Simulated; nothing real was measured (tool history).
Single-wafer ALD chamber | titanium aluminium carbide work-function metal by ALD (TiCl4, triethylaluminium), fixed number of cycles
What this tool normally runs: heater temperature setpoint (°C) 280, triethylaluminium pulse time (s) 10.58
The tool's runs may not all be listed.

| run | hour | heater temperature setpoint (°C) | triethylaluminium pulse time (s) | wafers since the last listed run | hours since the last thermocouple change | hours since the last triethylaluminium bottle change | hours since the showerhead was replaced | hours since the gauge calibration | read-back reference wafer on the same gauge, thickness_nm | mean film thickness on the monitor wafer (Å) |
|---|---|---|---|---|---|---|---|---|---|---|
| 1 | 0.0 | 280 | 10.58 | 0 | 1310.5 | 870.6 | 2313.4 | 657.1 | 1.990 | 18.61 |
| 2 | 192.6 | 280 | 10.58 | 3062 | 1503.1 | 1063.2 | 2506.0 | 849.7 | 1.987 | 18.67 |
| 3 | 275.7 | 280 | 10.58 | 1321 | 1586.2 | 1146.3 | 2589.1 | 932.8 | 1.990 | 18.57 |
| 4 | 361.7 | 280 | 10.58 | 1367 | 1672.2 | 1232.3 | 2675.1 | 1018.8 | 1.988 | 18.76 |
| 5 | 464.0 | 280 | 10.58 | 1626 | 1774.5 | 1334.6 | 2777.4 | 1121.1 | 1.990 | 18.67 |
| 6 | 532.6 | 280 | 10.58 | 1090 | 1843.1 | 1403.2 | 2846.0 | 1189.7 | 1.991 | 18.79 |
|  | 576.3 | triethylaluminium bottle replaced |
| 7 | 627.9 | 280 | 10.58 | 1388 | 1938.4 | 51.6 | 2941.3 | 1285.0 | 1.990 | 18.70 |
| 8 | 732.5 | 280 | 10.58 | 1663 | 2043.0 | 156.2 | 3045.9 | 1389.6 | 1.989 | 18.66 |
| 9 | 803.0 | 280 | 10.58 | 1121 | 2113.5 | 226.7 | 3116.4 | 1460.1 | 1.988 | 18.68 |
| 10 | 845.9 | 284 | 10.58 | 682 | 2156.4 | 269.6 | 3159.3 | 1503.0 | 1.989 | 19.02 |
| 11 | 901.7 | 284 | 10.58 | 887 | 2212.2 | 325.4 | 3215.1 | 1558.8 | 1.991 | 19.02 |
| 12 | 998.5 | 276 | 13.71 | 1539 | 2309.0 | 422.2 | 3311.9 | 1655.6 | 1.988 | 18.75 |
| 13 | 1066.1 | 276 | 13.71 | 1074 | 2376.6 | 489.8 | 3379.5 | 1723.2 | 1.990 | 18.65 |
| 14 | 1171.2 | 276 | 13.71 | 1671 | 2481.7 | 594.9 | 3484.6 | 1828.3 | 1.993 | 18.57 |
| 15 | 1267.9 | 280 | 10.58 | 1537 | 2578.4 | 691.6 | 3581.3 | 1925.0 | 1.993 | 18.64 |
|  | 1301.5 | thermocouple changed; heater temperature recalibrated |
| 16 | 1311.6 | 280 | 10.58 | 567 | 10.1 | 735.3 | 3625.0 | 1968.7 | 1.991 | 18.93 |
| 17 | 1391.0 | 280 | 10.58 | 1262 | 89.5 | 814.7 | 3704.4 | 2048.1 | 1.988 | 18.64 |
| 18 | 1470.8 | 291 | 10.58 | 1268 | 169.3 | 894.5 | 3784.2 | 2127.9 | 1.985 | 19.80 |
| 19 | 1523.7 | 287 | 9.01 | 841 | 222.2 | 947.4 | 3837.1 | 2180.8 | 1.990 | 19.15 |
|  | 1565.3 | gauge calibrated |
|  | 1593.5 | showerhead replaced |
| 20 | 1631.1 | 275 | 11.65 | 1580 | 329.6 | 1054.8 | 37.6 | 65.8 | 1.990 | 18.40 |
|  | 1734.1 | triethylaluminium bottle replaced |
| 21 | 1824.4 | 280 | 8.36 | 2946 | 522.9 | 90.3 | 230.9 | 259.1 | 1.988 | 18.30 |
| 22 | 1914.7 | 266 | 6.97 | 1435 | 613.2 | 180.6 | 321.2 | 349.4 | 1.990 | 17.12 |
| 23 | 2010.6 | 280 | 10.58 | 1524 | 709.1 | 276.5 | 417.1 | 445.3 | 1.989 | 18.47 |
| 24 | 2052.8 | 280 | 9.28 | 671 | 751.3 | 318.7 | 459.3 | 487.5 | 1.989 | 18.63 |
| 25 | 2147.0 | 280 | 9.32 | 1497 | 845.5 | 412.9 | 553.5 | 581.7 | 1.994 | 18.61 |
| 26 | 2244.0 | 273 | 8.86 | 1542 | 942.5 | 509.9 | 650.5 | 678.7 | 1.990 | 17.97 |
| 27 | 2292.0 | 293 | 13.94 | 763 | 990.5 | 557.9 | 698.5 | 726.7 | 1.988 | 20.16 |
| 28 | 2369.0 | 271 | 9.36 | 1224 | 1067.5 | 634.9 | 775.5 | 803.7 | 1.993 | 17.80 |
| 29 | 2438.5 | 284 | 13.08 | 1105 | 1137.0 | 704.4 | 845.0 | 873.2 | 1.992 | 19.21 |
| 30 | 2514.1 | 265 | 7.02 | 1202 | 1212.6 | 780.0 | 920.6 | 948.8 | 1.989 | 16.85 |
| 31 | 2560.6 | 280 | 10.58 | 739 | 1259.1 | 826.5 | 967.1 | 995.3 | 1.992 | 18.71 |
| 32 | 2642.6 | 280 | 10.58 | 1303 | 1341.1 | 908.5 | 1049.1 | 1077.3 | 1.993 | 18.77 |

State the hidden condition of the tool at each of the runs:
wafer temperature above the value expected at the setpoint (K): 0 in every run
triethylaluminium dose above that of a fresh bottle (%): 0 in every run
gauge reads high (%): 0 in every run
